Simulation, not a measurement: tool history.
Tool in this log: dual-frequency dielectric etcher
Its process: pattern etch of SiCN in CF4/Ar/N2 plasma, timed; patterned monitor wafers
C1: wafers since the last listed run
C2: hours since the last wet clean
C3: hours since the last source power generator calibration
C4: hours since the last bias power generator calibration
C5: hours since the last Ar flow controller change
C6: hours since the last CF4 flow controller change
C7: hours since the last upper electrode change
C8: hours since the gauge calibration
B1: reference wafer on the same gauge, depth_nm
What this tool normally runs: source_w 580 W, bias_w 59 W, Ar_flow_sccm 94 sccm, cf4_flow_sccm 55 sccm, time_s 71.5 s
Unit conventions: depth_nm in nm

Run 1, day 0: usual settings but source_w 610 W; C1 0; C2 476.4; C3 1652.7; C4 3516.3; C5 1540.9; C6 4068.1; C7 2292.8; C8 282.3; B1 71.6. Result: depth_nm 75.3 nm.
Run 2, day 0.604: usual settings; C1 125; C2 490.9; C3 1667.2; C4 3530.8; C5 1555.4; C6 4082.6; C7 2307.3; C8 296.8; B1 71.4. Result: depth_nm 71.9 nm.
Run 3, day 1.05: usual settings but source_w 500 W; C1 92; C2 501.6; C3 1677.9; C4 3541.5; C5 1566.1; C6 4093.3; C7 2318; C8 307.5; B1 71.6. Result: depth_nm 62.1 nm.
At day 2.108: wet clean of the chamber.
Run 4, day 2.129: usual settings but source_w 500 W; C1 16; C2 0.5; C3 1703.8; C4 3567.4; C5 1592; C6 4119.2; C7 2343.9; C8 333.4; B1 71.7. Result: depth_nm 59.7 nm.
Run 5, day 2.142: usual settings; C1 2; C2 0.8; C3 1704.1; C4 3567.7; C5 1592.3; C6 4119.5; C7 2344.2; C8 333.7; B1 71.8. Result: depth_nm 68.8 nm.
Run 6, day 2.304: usual settings; C1 33; C2 4.7; C3 1708; C4 3571.6; C5 1596.2; C6 4123.4; C7 2348.1; C8 337.6; B1 71.3. Result: depth_nm 68.9 nm.
At day 2.508: bias power generator calibrated.
Run 7, day 2.858: usual settings; C1 80; C2 18; C3 1721.3; C4 8.4; C5 1609.5; C6 4136.7; C7 2361.4; C8 350.9; B1 71.8. Result: depth_nm 68.4 nm.
At day 3.454: Ar flow controller replaced.
At day 3.871: gauge calibrated.
At day 4.179: upper electrode replaced.
Run 8, day 4.2: usual settings but bias_w 49 W; C1 75; C2 50.2; C3 1753.5; C4 40.6; C5 17.9; C6 4168.9; C7 0.5; C8 7.9; B1 71.8. Result: depth_nm 65.2 nm.
Run 9, day 4.292: usual settings but source_w 510 W, bias_w 55 W, cf4_flow_sccm 62 sccm, time_s 81.5 s; C1 19; C2 52.4; C3 1755.7; C4 42.8; C5 20.1; C6 4171.1; C7 2.7; C8 10.1; B1 71.6. Result: depth_nm 69.9 nm.
At day 4.879: CF4 flow controller replaced.
Run 10, day 5.021: usual settings but source_w 530 W, cf4_flow_sccm 50 sccm, time_s 56 s; C1 99; C2 69.9; C3 1773.2; C4 60.3; C5 37.6; C6 3.4; C7 20.2; C8 27.6; B1 71.7. Result: depth_nm 48.5 nm.
Run 11, day 5.621: usual settings; C1 124; C2 84.3; C3 1787.6; C4 74.7; C5 52; C6 17.8; C7 34.6; C8 42; B1 71.4. Result: depth_nm 69.3 nm.
At day 6.104: source power generator calibrated.
Run 12, day 6.217: usual settings but source_w 680 W, Ar_flow_sccm 116 sccm; C1 88; C2 98.6; C3 2.7; C4 89; C5 66.3; C6 32.1; C7 48.9; C8 56.3; B1 71.3. Result: depth_nm 77.7 nm.
Run 13, day 6.821: usual settings but source_w 530 W, cf4_flow_sccm 50 sccm, time_s 56 s; C1 125; C2 113.1; C3 17.2; C4 103.5; C5 80.8; C6 46.6; C7 63.4; C8 70.8; B1 71.6. Result: depth_nm 49.3 nm.
Run 14, day 7.179: usual settings but source_w 470 W, cf4_flow_sccm 45 sccm; C1 74; C2 121.7; C3 25.8; C4 112.1; C5 89.4; C6 55.2; C7 72; C8 79.4; B1 71.6. Result: depth_nm 54.8 nm.
Run 15, day 7.679: usual settings but bias_w 63 W; C1 103; C2 133.7; C3 37.8; C4 124.1; C5 101.4; C6 67.2; C7 84; C8 91.4; B1 71.6. Result: depth_nm 70.9 nm.
Run 16, day 9.329: usual settings but cf4_flow_sccm 49 sccm; C1 342; C2 173.3; C3 77.4; C4 163.7; C5 141; C6 106.8; C7 123.6; C8 131; B1 71.5. Result: depth_nm 67.9 nm.
Run 17, day 10.042: usual settings; C1 147; C2 190.4; C3 94.5; C4 180.8; C5 158.1; C6 123.9; C7 140.7; C8 148.1; B1 71.7. Result: depth_nm 70.4 nm.
Run 18, day 10.896: usual settings but source_w 510 W, Ar_flow_sccm 85 sccm; C1 177; C2 210.9; C3 115; C4 201.3; C5 178.6; C6 144.4; C7 161.2; C8 168.6; B1 71.6. Result: depth_nm 63.1 nm.
Run 19, day 11.292: usual settings but bias_w 69 W, Ar_flow_sccm 75 sccm, time_s 55 s; C1 82; C2 220.4; C3 124.5; C4 210.8; C5 188.1; C6 153.9; C7 170.7; C8 178.1; B1 71.6. Result: depth_nm 59.1 nm.
Run 20, day 11.767: usual settings but source_w 520 W, Ar_flow_sccm 110 sccm, cf4_flow_sccm 43 sccm, time_s 87 s; C1 98; C2 231.8; C3 135.9; C4 222.2; C5 199.5; C6 165.3; C7 182.1; C8 189.5; B1 71.6. Result: depth_nm 71 nm.

What if the next run were any one of these 5? Each begins from the tool's condition after run 20:
Run A, day 11.783: usual settings; C1 3; C2 232.2; C3 136.3; C4 222.6; C5 199.9; C6 165.7; C7 182.5; C8 189.9; B1 ?. Result: depth_nm ?.
Run B, day 11.783: usual settings but Ar_flow_sccm 79 sccm; C1 3; C2 232.2; C3 136.3; C4 222.6; C5 199.9; C6 165.7; C7 182.5; C8 189.9; B1 ?. Result: depth_nm ?.
Run C, day 11.783: usual settings but bias_w 55 W; C1 3; C2 232.2; C3 136.3; C4 222.6; C5 199.9; C6 165.7; C7 182.5; C8 189.9; B1 ?. Result: depth_nm ?.
Run D, day 11.783: usual settings but source_w 620 W, Ar_flow_sccm 108 sccm, time_s 64 s; C1 3; C2 232.2; C3 136.3; C4 222.6; C5 199.9; C6 165.7; C7 182.5; C8 189.9; B1 ?. Result: depth_nm ?.
Run E, day 11.783: usual settings but bias_w 65 W, Ar_flow_sccm 111 sccm; C1 3; C2 232.2; C3 136.3; C4 222.6; C5 199.9; C6 165.7; C7 182.5; C8 189.9; B1 ?. Result: depth_nm ?.

run    B1  depth_nm
  A  71.8      69.9
  B  71.8      71.6
  C  71.8      68.2
  D  71.8      65.2
  E  71.8      70.5
Stripped of hidden state, with their random variation kept, the same runs would have yielded:
run  depth_nm
  A      68.3
  B        70
  C      66.6
  D      63.7
  E      68.9
